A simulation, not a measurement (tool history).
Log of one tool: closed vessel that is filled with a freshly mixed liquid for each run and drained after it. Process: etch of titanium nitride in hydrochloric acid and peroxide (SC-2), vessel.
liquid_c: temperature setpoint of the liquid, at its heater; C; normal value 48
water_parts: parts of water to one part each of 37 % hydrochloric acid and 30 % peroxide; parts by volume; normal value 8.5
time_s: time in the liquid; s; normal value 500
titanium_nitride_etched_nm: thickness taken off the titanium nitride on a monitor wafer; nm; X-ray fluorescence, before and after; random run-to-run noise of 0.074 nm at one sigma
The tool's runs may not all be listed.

run,hour,liquid_c,water_parts,time_s,wafers since the last listed run,hours since the thermometer was replaced,hours since the chemicals flow meter was replaced,hours since the drum of peroxide was connected,hours since the gauge calibration,"read-back film thickness of the titanium nitride reference wafer, read on the same gauge (nm)",titanium_nitride_etched_nm
1,0,48,8.5,500,0,337,494.5,6.7,1865.2,150.01,12.86
2,62.5,48,8.5,500,6086,399.5,557,69.2,1927.7,150.02,12.87
3,136.4,48,8.5,500,7196,473.4,630.9,143.1,2001.6,150.01,12.86
4,224.3,48,8.5,500,8559,561.3,718.8,231,2089.5,150.01,12.74
5,321.6,48,8.5,500,9475,658.6,816.1,328.3,2186.8,150.01,12.65
6,394.5,39,8.5,305,7099,731.5,889,401.2,2259.7,150,4.12
7,434.1,45,12,255,3856,771.1,928.6,440.8,2299.3,150.01,3.9
8,474.3,48,7.5,585,3914,811.3,968.8,481,2339.5,149.98,16.35
# hour 488: chemicals flow meter replaced
9,617.4,54.5,8.5,500,13837,954.4,129.4,624.1,2482.6,149.98,19.41
10,687.6,48,8.5,500,6836,1024.6,199.6,694.3,2552.8,150.01,12.53
# hour 759.1: thermometer replaced
# hour 772.6: new drum of peroxide connected
11,782,48,8.5,500,8998,22.9,294,9.4,2647.2,149.99,13.15
12,911.6,42,4.5,500,12620,152.5,423.6,139,2776.8,150,13.81
# hour 955.7: gauge calibrated
13,1011.5,54.5,8.5,500,9728,252.4,523.5,238.9,55.8,150,19.99
14,1111.5,43,12,500,9738,352.4,623.5,338.9,155.8,150,6.95
15,1163.7,52,5.5,600,5083,404.6,675.7,391.1,208,149.99,28.02
16,1201.2,48,12,500,3651,442.1,713.2,428.6,245.5,150.02,9.56
17,1276.4,52,8.5,250,7323,517.3,788.4,503.8,320.7,150.01,8.28
18,1362.3,51,8.5,720,8365,603.2,874.3,589.7,406.6,150,22.4
# hour 1438.5: chemicals flow meter replaced
19,1444.8,39.5,6.5,780,7936,685.7,6.3,672.2,489.1,150.02,13.49
20,1513.8,44,8.5,500,6719,754.7,75.3,741.2,558.1,149.99,9.63
21,1575,48,5,750,5959,815.9,136.5,802.4,619.3,149.99,28.24
# hour 1600.2: new drum of peroxide connected
22,1668.6,48,10.5,240,9017,909.5,230.1,68.4,712.9,150.02,5.01
23,1755.3,48,12,220,8443,996.2,316.8,155.1,799.6,149.99,4.12
24,1841,44,9.5,785,8345,1081.9,402.5,240.8,885.3,150.01,13.54
25,1905.2,42,8.5,500,6251,1146.1,466.7,305,949.5,150.01,8.15
# hour 1956.2: thermometer replaced
26,2002.3,48,4.5,500,9358,46.1,563.8,402.1,1046.6,150.01,21.16
27,2069.1,42,12,355,6505,112.9,630.6,468.9,1113.4,149.99,4.59
28,2140.6,52,8.5,250,6962,184.4,702.1,540.4,1184.9,149.99,8.48
29,2241.4,48,8.5,500,9816,285.2,802.9,641.2,1285.7,150.01,12.87

4 options for the next run, each taken on its own from the tool as it stands now. Forecast them:
A,2242.2,48,8.5,500,77,286,803.7,642,1286.5,?,?
B,2242.2,48,11,775,77,286,803.7,642,1286.5,?,?
C,2242.2,44,8.5,710,77,286,803.7,642,1286.5,?,?
D,2242.2,48,9.5,255,77,286,803.7,642,1286.5,?,?

run,"read-back film thickness of the titanium nitride reference wafer, read on the same gauge (nm)",titanium_nitride_etched_nm
A,149.99,12.89
B,149.99,16.13
C,149.99,13.91
D,149.99,6
With the hidden condition removed and each run's random variation left untouched, the same runs would have given:
run,titanium_nitride_etched_nm
A,13.19
B,16.51
C,14.25
D,6.14

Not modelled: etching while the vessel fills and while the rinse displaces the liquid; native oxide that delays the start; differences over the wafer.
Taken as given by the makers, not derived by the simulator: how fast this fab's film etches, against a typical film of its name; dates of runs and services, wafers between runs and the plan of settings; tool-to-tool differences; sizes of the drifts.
